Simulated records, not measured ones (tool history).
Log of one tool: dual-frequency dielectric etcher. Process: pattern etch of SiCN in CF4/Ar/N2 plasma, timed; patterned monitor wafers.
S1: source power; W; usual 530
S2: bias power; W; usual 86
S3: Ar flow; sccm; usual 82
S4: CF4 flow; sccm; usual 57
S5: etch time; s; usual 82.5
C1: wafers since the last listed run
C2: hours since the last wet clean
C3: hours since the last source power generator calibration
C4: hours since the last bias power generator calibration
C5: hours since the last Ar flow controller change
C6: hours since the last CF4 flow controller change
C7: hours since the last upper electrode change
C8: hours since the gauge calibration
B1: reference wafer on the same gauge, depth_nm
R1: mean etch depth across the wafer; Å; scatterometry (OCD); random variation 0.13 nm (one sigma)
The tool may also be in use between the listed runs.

run	hour	S1	S2	S3	S4	S5	C1	C2	C3	C4	C5	C6	C7	C8	B1	R1
1	0.0	530	86	86	57	82.5	0	476.8	5209.0	3524.1	4564.4	2049.2	2138.4	92.4	94.8	907
2	13.3	530	86	86	57	82.5	116	490.1	5222.3	3537.4	4577.7	2062.5	2151.7	105.7	94.7	909
# hour 46.0: wet clean of the chamber
# hour 48.9: bias power generator calibrated
# hour 49.8: Ar flow controller replaced
3	50.3	470	86	82	57	82.5	80	4.3	5259.3	1.4	0.5	2099.5	2188.7	142.7	94.8	815
4	50.6	530	81	82	57	82.5	2	4.6	5259.6	1.7	0.8	2099.8	2189.0	143.0	94.7	859
5	53.6	530	81	82	57	82.5	26	7.6	5262.6	4.7	3.8	2102.8	2192.0	146.0	94.7	859
6	65.6	530	81	82	57	82.5	104	19.6	5274.6	16.7	15.8	2114.8	2204.0	158.0	94.7	859
# hour 72.9: CF4 flow controller replaced
7	75.4	530	86	82	57	82.5	33	29.4	5284.4	26.5	25.6	2.5	2213.8	167.8	94.7	889
8	85.5	530	86	72	57	82.5	88	39.5	5294.5	36.6	35.7	12.6	2223.9	177.9	94.7	917
# hour 90.8: source power generator calibrated
# hour 124.9: upper electrode replaced
9	125.4	530	86	82	57	82.5	104	79.4	34.6	76.5	75.6	52.5	0.5	217.8	94.7	894
10	125.7	530	86	96	64	82.5	2	79.7	34.9	76.8	75.9	52.8	0.8	218.1	94.7	882
11	130.6	530	77	97	49	62.0	42	84.6	39.8	81.7	80.8	57.7	5.7	223.0	94.7	589
12	143.3	410	98	93	53	82.5	111	97.3	52.5	94.4	93.5	70.4	18.4	235.7	94.7	772
13	155.4	530	94	82	57	82.5	105	109.4	64.6	106.5	105.6	82.5	30.5	247.8	94.7	939
14	167.1	530	86	82	57	82.5	102	121.1	76.3	118.2	117.3	94.2	42.2	259.5	94.8	893
15	174.1	530	86	89	71	60.5	61	128.1	83.3	125.2	124.3	101.2	49.2	266.5	94.7	669
16	180.6	530	78	69	50	82.5	56	134.6	89.8	131.7	130.8	107.7	55.7	273.0	94.7	861
# hour 193.3: gauge calibrated
17	198.1	580	86	82	46	82.5	152	152.1	107.3	149.2	148.3	125.2	73.2	4.8	94.7	921
18	226.6	530	86	82	57	82.5	249	180.6	135.8	177.7	176.8	153.7	101.7	33.3	94.7	897
19	235.9	590	106	82	57	82.5	81	189.9	145.1	187.0	186.1	163.0	111.0	42.6	94.7	1088
20	242.4	530	73	94	48	71.0	56	196.4	151.6	193.5	192.6	169.5	117.5	49.1	94.6	658
21	265.8	530	86	82	57	82.5	204	219.8	175.0	216.9	216.0	192.9	140.9	72.5	94.7	899
22	276.1	530	86	82	62	82.5	90	230.1	185.3	227.2	226.3	203.2	151.2	82.8	94.8	915

3 ways to go on from here, each from the tool as it stands after run 22. What would each give?
A	276.5	530	86	82	63	82.5	3	230.5	185.7	227.6	226.7	203.6	151.6	83.2	?	?
B	276.5	530	86	96	57	82.5	3	230.5	185.7	227.6	226.7	203.6	151.6	83.2	?	?
C	276.5	470	86	71	63	61.5	3	230.5	185.7	227.6	226.7	203.6	151.6	83.2	?	?

run	B1	R1
A	94.6	917
B	94.6	873
C	94.6	645
Without the tool's hidden state the same runs would have given:
run	R1
A	905
B	861
C	636
